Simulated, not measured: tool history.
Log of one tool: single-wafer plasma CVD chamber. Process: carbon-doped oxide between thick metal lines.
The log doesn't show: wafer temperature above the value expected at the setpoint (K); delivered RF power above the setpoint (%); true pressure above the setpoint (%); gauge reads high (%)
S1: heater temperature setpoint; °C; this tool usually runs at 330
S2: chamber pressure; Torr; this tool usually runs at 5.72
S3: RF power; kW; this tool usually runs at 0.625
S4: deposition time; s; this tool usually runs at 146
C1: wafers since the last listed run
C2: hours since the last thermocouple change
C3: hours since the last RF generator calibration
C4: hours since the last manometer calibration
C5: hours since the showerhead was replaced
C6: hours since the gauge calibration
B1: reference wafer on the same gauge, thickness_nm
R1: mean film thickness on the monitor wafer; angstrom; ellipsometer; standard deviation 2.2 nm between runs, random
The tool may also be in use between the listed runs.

run 1 hour=0 | S1=337 S2=5.72 S3=0.695 S4=146 | C1=0 C2=401.7 C3=350.9 C4=1147.2 C5=3043.6 C6=35.1 | B1=915.438 | R1=10317.21
run 2 hour=42 | S1=337 S2=5.72 S3=0.695 S4=146 | C1=365 C2=443.7 C3=392.9 C4=1189.2 C5=3085.6 C6=77.1 | B1=915.548 | R1=10295.08
run 3 hour=84.6 | S1=330 S2=5.72 S3=0.625 S4=146 | C1=370 C2=486.3 C3=435.5 C4=1231.8 C5=3128.2 C6=119.7 | B1=914.615 | R1=9538.66
run 4 hour=135.6 | S1=330 S2=5.72 S3=0.625 S4=146 | C1=443 C2=537.3 C3=486.5 C4=1282.8 C5=3179.2 C6=170.7 | B1=916.067 | R1=9567.18
run 5 hour=186.5 | S1=330 S2=5.72 S3=0.625 S4=146 | C1=442 C2=588.2 C3=537.4 C4=1333.7 C5=3230.1 C6=221.6 | B1=914.437 | R1=9512.96
run 6 hour=252.2 | S1=330 S2=5.72 S3=0.595 S4=129 | C1=571 C2=653.9 C3=603.1 C4=1399.4 C5=3295.8 C6=287.3 | B1=915.21 | R1=8013.59
run 7 hour=319.9 | S1=330 S2=5.72 S3=0.595 S4=129 | C1=589 C2=721.6 C3=670.8 C4=1467.1 C5=3363.5 C6=355 | B1=915.286 | R1=8001.27
run 8 hour=384.8 | S1=330 S2=5.72 S3=0.595 S4=129 | C1=564 C2=786.5 C3=735.7 C4=1532 C5=3428.4 C6=419.9 | B1=914.745 | R1=7988.78
run 9 hour=475.1 | S1=330 S2=5.72 S3=0.625 S4=146 | C1=785 C2=876.8 C3=826 C4=1622.3 C5=3518.7 C6=510.2 | B1=914.79 | R1=9499.56
-- hour=518.9 thermocouple changed; heater temperature recalibrated
run 10 hour=542.9 | S1=330 S2=5.72 S3=0.625 S4=146 | C1=520 C2=24 C3=893.8 C4=1690.1 C5=3586.5 C6=578 | B1=915.039 | R1=9422.93
-- hour=625.5 gauge calibrated
run 11 hour=629.4 | S1=330 S2=5.72 S3=0.625 S4=146 | C1=752 C2=110.5 C3=980.3 C4=1776.6 C5=3673 C6=3.9 | B1=915.721 | R1=9422.93
-- hour=683.7 showerhead replaced
run 12 hour=693.5 | S1=330 S2=5.72 S3=0.625 S4=146 | C1=488 C2=174.6 C3=1044.4 C4=1840.7 C5=9.8 C6=68 | B1=915.883 | R1=9442.19
-- hour=703.5 RF generator calibrated
-- hour=754.4 capacitance manometer re-zeroed and calibrated
run 13 hour=779.7 | S1=330 S2=4.34 S3=0.625 S4=171 | C1=610 C2=260.8 C3=76.2 C4=25.3 C5=96 C6=154.2 | B1=914.908 | R1=10427.49
run 14 hour=841.7 | S1=325 S2=4.3 S3=0.69 S4=146 | C1=539 C2=322.8 C3=138.2 C4=87.3 C5=158 C6=216.2 | B1=914.974 | R1=9881.36
run 15 hour=892 | S1=330 S2=5.72 S3=0.625 S4=146 | C1=437 C2=373.1 C3=188.5 C4=137.6 C5=208.3 C6=266.5 | B1=914.427 | R1=9311.67
run 16 hour=981 | S1=315 S2=5.72 S3=0.625 S4=146 | C1=774 C2=462.1 C3=277.5 C4=226.6 C5=297.3 C6=355.5 | B1=914.958 | R1=9830.23
-- hour=1053.5 RF generator calibrated, repeated, since the last time left the tool worse
run 17 hour=1056.5 | S1=316 S2=6.4 S3=0.625 S4=169 | C1=587 C2=537.6 C3=3 C4=302.1 C5=372.8 C6=431 | B1=915.011 | R1=11668.54
run 18 hour=1097.4 | S1=330 S2=5.72 S3=0.625 S4=146 | C1=355 C2=578.5 C3=43.9 C4=343 C5=413.7 C6=471.9 | B1=914.813 | R1=9521.93
run 19 hour=1198.4 | S1=330 S2=6.13 S3=0.585 S4=146 | C1=878 C2=679.5 C3=144.9 C4=444 C5=514.7 C6=572.9 | B1=913.851 | R1=9024.04
run 20 hour=1235.8 | S1=330 S2=5.07 S3=0.625 S4=146 | C1=325 C2=716.9 C3=182.3 C4=481.4 C5=552.1 C6=610.3 | B1=914.942 | R1=9353.66
run 21 hour=1330.9 | S1=330 S2=5.72 S3=0.625 S4=146 | C1=827 C2=812 C3=277.4 C4=576.5 C5=647.2 C6=705.4 | B1=914.676 | R1=9496.57
-- hour=1424 gauge calibrated
run 22 hour=1424.6 | S1=341 S2=6.48 S3=0.545 S4=173 | C1=815 C2=905.7 C3=371.1 C4=670.2 C5=740.9 C6=0.6 | B1=915.059 | R1=9628.67

Forecast each of these 5 alternatives for the next run:
run A hour=1425 | S1=330 S2=5.72 S3=0.625 S4=146 | C1=3 C2=906.1 C3=371.5 C4=670.6 C5=741.3 C6=1 | B1=? | R1=?
run B hour=1425 | S1=330 S2=4.4 S3=0.51 S4=146 | C1=3 C2=906.1 C3=371.5 C4=670.6 C5=741.3 C6=1 | B1=? | R1=?
run C hour=1425 | S1=323 S2=4.75 S3=0.715 S4=146 | C1=3 C2=906.1 C3=371.5 C4=670.6 C5=741.3 C6=1 | B1=? | R1=?
run D hour=1425 | S1=341 S2=4.85 S3=0.625 S4=146 | C1=3 C2=906.1 C3=371.5 C4=670.6 C5=741.3 C6=1 | B1=? | R1=?
run E hour=1425 | S1=341 S2=4.75 S3=0.625 S4=135 | C1=3 C2=906.1 C3=371.5 C4=670.6 C5=741.3 C6=1 | B1=? | R1=?

run=A B1=915.169 R1=9555.4
run=B B1=915.169 R1=7328.03
run=C B1=915.169 R1=10713.17
run=D B1=915.169 R1=9021.37
run=E B1=915.169 R1=8314.32
With the hidden condition removed and each run's random variation left untouched, the same runs would have given:
run=A R1=9580.07
run=B R1=7351.19
run=C R1=10740.04
run=D R1=9044.66
run=E R1=8335.78
